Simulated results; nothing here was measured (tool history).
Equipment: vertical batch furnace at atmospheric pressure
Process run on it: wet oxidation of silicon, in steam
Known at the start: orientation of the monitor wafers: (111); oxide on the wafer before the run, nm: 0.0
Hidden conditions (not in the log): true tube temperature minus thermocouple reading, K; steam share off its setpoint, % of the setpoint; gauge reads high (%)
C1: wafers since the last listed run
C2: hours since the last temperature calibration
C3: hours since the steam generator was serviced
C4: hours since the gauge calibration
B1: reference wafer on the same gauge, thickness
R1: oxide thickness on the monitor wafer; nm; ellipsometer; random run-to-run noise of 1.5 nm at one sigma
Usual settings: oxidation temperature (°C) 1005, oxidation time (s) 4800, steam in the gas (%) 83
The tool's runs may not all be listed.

Run 1, hour 0: usual settings but oxidation time (s) 6360, steam in the gas (%) 80; C1 0; C2 1548.4; C3 415.1; C4 233.3; B1 512.91. Result: R1 605.03 nm.
Run 2, hour 86.5: usual settings but oxidation time (s) 6360, steam in the gas (%) 80; C1 937; C2 1634.9; C3 501.6; C4 319.8; B1 512.19. Result: R1 605.85 nm.
Run 3, hour 164.7: usual settings but oxidation temperature (°C) 1017; C1 847; C2 1713.1; C3 579.8; C4 398; B1 511.75. Result: R1 554.43 nm.
Run 4, hour 243.2: usual settings but oxidation temperature (°C) 1017; C1 850; C2 1791.6; C3 658.3; C4 476.5; B1 511.07. Result: R1 549.93 nm.
Run 5, hour 312.5: usual settings; C1 751; C2 1860.9; C3 727.6; C4 545.8; B1 510.2. Result: R1 523.34 nm.
Run 6, hour 402.4: usual settings; C1 974; C2 1950.8; C3 817.5; C4 635.7; B1 510.18. Result: R1 520.43 nm.
Run 7, hour 490.3: usual settings; C1 952; C2 2038.7; C3 905.4; C4 723.6; B1 509.81. Result: R1 515.21 nm.
Run 8, hour 562.8: usual settings; C1 785; C2 2111.2; C3 977.9; C4 796.1; B1 509.21. Result: R1 518.16 nm.
Run 9, hour 668.9: usual settings; C1 1149; C2 2217.3; C3 1084; C4 902.2; B1 509.09. Result: R1 516.97 nm.
Run 10, hour 750.3: usual settings; C1 882; C2 2298.7; C3 1165.4; C4 983.6; B1 508.43. Result: R1 516.63 nm.
Run 11, hour 815.9: usual settings; C1 710; C2 2364.3; C3 1231; C4 1049.2; B1 508.61. Result: R1 516.85 nm.
Run 12, hour 886.8: usual settings; C1 768; C2 2435.2; C3 1301.9; C4 1120.1; B1 508.7. Result: R1 520.23 nm.
At hour 976.6: thermocouples replaced and temperature profile calibrated.
Run 13, hour 1107.5: usual settings; C1 2131; C2 130.9; C3 1522.6; C4 1340.8; B1 507.58. Result: R1 516.31 nm.
At hour 1165.4: gauge calibrated.
Run 14, hour 1207.9: usual settings but steam in the gas (%) 88; C1 1088; C2 231.3; C3 1623; C4 42.5; B1 516.32. Result: R1 541.83 nm.
Run 15, hour 1304.5: usual settings but oxidation time (s) 3510, steam in the gas (%) 74; C1 1046; C2 327.9; C3 1719.6; C4 139.1; B1 514.83. Result: R1 402.16 nm.
Run 16, hour 1345.7: usual settings but oxidation time (s) 3510, steam in the gas (%) 74; C1 446; C2 369.1; C3 1760.8; C4 180.3; B1 514.28. Result: R1 403.14 nm.
Run 17, hour 1411.1: usual settings; C1 708; C2 434.5; C3 1826.2; C4 245.7; B1 513.77. Result: R1 522.02 nm.
Run 18, hour 1502.4: usual settings but oxidation time (s) 4050; C1 989; C2 525.8; C3 1917.5; C4 337; B1 512.91. Result: R1 473.22 nm.
Run 19, hour 1571: usual settings; C1 743; C2 594.4; C3 1986.1; C4 405.6; B1 512.47. Result: R1 521.47 nm.
Run 20, hour 1662.7: usual settings but oxidation temperature (°C) 985, oxidation time (s) 2760, steam in the gas (%) 91; C1 993; C2 686.1; C3 2077.8; C4 497.3; B1 512.11. Result: R1 346.46 nm.
Run 21, hour 1724.4: usual settings but oxidation temperature (°C) 992, oxidation time (s) 3870, steam in the gas (%) 87; C1 668; C2 747.8; C3 2139.5; C4 559; B1 511.81. Result: R1 438.65 nm.
Run 22, hour 1770.6: usual settings; C1 500; C2 794; C3 2185.7; C4 605.2; B1 511.37. Result: R1 521.26 nm.
Run 23, hour 1814.1: usual settings but oxidation temperature (°C) 1013, oxidation time (s) 6660, steam in the gas (%) 73; C1 471; C2 837.5; C3 2229.2; C4 648.7; B1 510.84. Result: R1 607.67 nm.
Run 24, hour 1902: usual settings but oxidation temperature (°C) 991, oxidation time (s) 6390, steam in the gas (%) 91; C1 952; C2 925.4; C3 2317.1; C4 736.6; B1 510.31. Result: R1 607.85 nm.
At hour 1952.1: steam generator serviced.
Run 25, hour 1952.6: usual settings but oxidation temperature (°C) 988, oxidation time (s) 2700; C1 288; C2 976; C3 0.5; C4 787.2; B1 510.7. Result: R1 326.1 nm.
Run 26, hour 2126.3: usual settings but oxidation temperature (°C) 1027, oxidation time (s) 3420, steam in the gas (%) 80; C1 1882; C2 1149.7; C3 174.2; C4 960.9; B1 509.9. Result: R1 462.38 nm.
Run 27, hour 2222: usual settings but oxidation temperature (°C) 1011, oxidation time (s) 5610, steam in the gas (%) 73; C1 1037; C2 1245.4; C3 269.9; C4 1056.6; B1 509.7. Result: R1 541.64 nm.
Run 28, hour 2313.6: usual settings; C1 992; C2 1337; C3 361.5; C4 1148.2; B1 510.03. Result: R1 518.02 nm.
Run 29, hour 2358.1: usual settings but oxidation time (s) 6150; C1 482; C2 1381.5; C3 406; C4 1192.7; B1 509.46. Result: R1 603.81 nm.
Run 30, hour 2440.2: usual settings but oxidation temperature (°C) 1018; C1 889; C2 1463.6; C3 488.1; C4 1274.8; B1 509.38. Result: R1 551.25 nm.
Run 31, hour 2479.8: usual settings; C1 429; C2 1503.2; C3 527.7; C4 1314.4; B1 509.26. Result: R1 519.34 nm.
Run 32, hour 2522.5: usual settings but oxidation temperature (°C) 1013, oxidation time (s) 3000, steam in the gas (%) 88; C1 462; C2 1545.9; C3 570.4; C4 1357.1; B1 509.23. Result: R1 419.26 nm.
Run 33, hour 2586.9: usual settings but oxidation time (s) 4170; C1 697; C2 1610.3; C3 634.8; C4 1421.5; B1 509.34. Result: R1 475.41 nm.
Run 34, hour 2669.3: usual settings; C1 892; C2 1692.7; C3 717.2; C4 1503.9; B1 509.58. Result: R1 515.8 nm.
Run 35, hour 2731.4: usual settings but oxidation temperature (°C) 1024, oxidation time (s) 4110, steam in the gas (%) 91; C1 672; C2 1754.8; C3 779.3; C4 1566; B1 508.81. Result: R1 549.17 nm.

Take each entry between the runs: how does the hidden state at the last listed run before it differ from the hidden state at the first listed run after it?
Runs 12 to 13: thermocouples replaced and temperature profile calibrated (hour 976.6)
  gauge reads high (%): -1.46 -> -1.52
  difference, measured minus the result without the unlogged condition, R1: -7.69 -> -7.98 nm
Runs 13 to 14: gauge calibrated (hour 1165.4)
  gauge reads high (%): -1.52 -> 0.0244
  difference, measured minus the result without the unlogged condition, R1: -7.98 -> +0.13 nm
Runs 24 to 25: steam generator serviced (hour 1952.1)
  gauge reads high (%): -1.03 -> -1.06
  difference, measured minus the result without the unlogged condition, R1: -6.32 -> -3.51 nm

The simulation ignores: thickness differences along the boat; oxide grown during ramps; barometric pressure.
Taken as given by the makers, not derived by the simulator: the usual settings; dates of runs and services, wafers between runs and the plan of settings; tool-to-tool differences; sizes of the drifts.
